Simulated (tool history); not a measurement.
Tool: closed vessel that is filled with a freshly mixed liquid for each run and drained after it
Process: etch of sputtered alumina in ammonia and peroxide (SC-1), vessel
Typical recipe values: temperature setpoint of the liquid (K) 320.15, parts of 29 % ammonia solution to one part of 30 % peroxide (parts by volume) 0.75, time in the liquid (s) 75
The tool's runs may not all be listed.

| run | hour | temperature setpoint of the liquid (K) | parts of 29 % ammonia solution to one part of 30 % peroxide (parts by volume) | time in the liquid (s) | read-back film thickness of the sputtered alumina reference wafer, read on the same gauge (nm) | thickness taken off the sputtered alumina on a monitor wafer (Å) |
|---|---|---|---|---|---|---|
| 1 | 0 | 320.15 | 0.75 | 75 | 129.991 | 53.48 |
| 2 | 6.5 | 320.15 | 0.75 | 75 | 129.994 | 53.29 |
| 3 | 19.7 | 320.15 | 0.75 | 75 | 130.013 | 53.27 |
| 4 | 28.8 | 320.15 | 0.75 | 75 | 129.986 | 53.38 |
| 5 | 42.1 | 320.15 | 0.75 | 75 | 130.012 | 53.33 |
| 6 | 52.7 | 320.15 | 0.75 | 75 | 130.026 | 52.71 |
| 7 | 61.9 | 320.15 | 0.75 | 75 | 130.004 | 53.93 |
| 8 | 71.7 | 320.15 | 0.75 | 75 | 129.999 | 53.83 |
| 9 | 82.3 | 320.15 | 0.75 | 75 | 130.031 | 52.82 |
| 10 | 113.4 | 314.15 | 0.95 | 75 | 130.006 | 39.3 |
| 11 | 129.4 | 320.15 | 0.75 | 75 | 129.996 | 54.08 |
| 12 | 137 | 314.15 | 1 | 75 | 129.984 | 39.15 |
| 13 | 151.3 | 320.15 | 0.9 | 35 | 129.971 | 25.56 |
| 14 | 158.3 | 320.15 | 0.75 | 75 | 130.031 | 53.65 |
| 15 | 168.5 | 317.15 | 0.75 | 75 | 129.993 | 45.68 |
| 16 | 177 | 320.15 | 0.75 | 75 | 130.027 | 53.71 |
| 17 | 193.8 | 320.15 | 0.75 | 75 | 129.959 | 53.64 |
| 18 | 240.8 | 322.65 | 1.1 | 105 | 130.014 | 79.43 |
| 19 | 280.5 | 320.15 | 0.75 | 60 | 130.024 | 38.51 |
| 20 | 295.9 | 312.15 | 0.75 | 95 | 130.013 | 38.16 |
| 21 | 320 | 327.65 | 0.75 | 40 | 129.986 | 38.25 |
| 22 | 334.3 | 312.65 | 0.45 | 90 | 129.957 | 35.39 |
| 23 | 351 | 320.15 | 0.6 | 75 | 130.004 | 46.85 |
| 24 | 367.2 | 320.15 | 0.65 | 75 | 129.998 | 47.99 |
| 25 | 385.1 | 320.15 | 0.75 | 75 | 130.038 | 47.76 |
| 26 | 394.6 | 320.15 | 0.75 | 75 | 130.021 | 47.99 |
| 27 | 428.2 | 314.15 | 0.55 | 75 | 130.003 | 33.23 |

Taken out of this log: 4 entries between the listed runs. Where each belongs, and how the hidden state differs across it:
Run 8 -> run 9: gauge calibrated (hour 73.5)
  liquid hotter than its thermometer reads (K): 2.52 -> 2.54
  measured minus no-state result, thickness taken off the sputtered alumina on a monitor wafer (Å): +7.05 -> +6.97
Run 10 -> run 11: ammonia flow meter replaced (hour 124.2)
  liquid hotter than its thermometer reads (K): 2.59 -> 2.61
  measured minus no-state result, thickness taken off the sputtered alumina on a monitor wafer (Å): +5.49 -> +7.31
Run 17 -> run 18: thermometer replaced (hour 200.9); new drum of ammonia solution connected (hour 218.3)
  liquid hotter than its thermometer reads (K): 2.72 -> 0.43
  measured minus no-state result, thickness taken off the sputtered alumina on a monitor wafer (Å): +7.53 -> +1.86
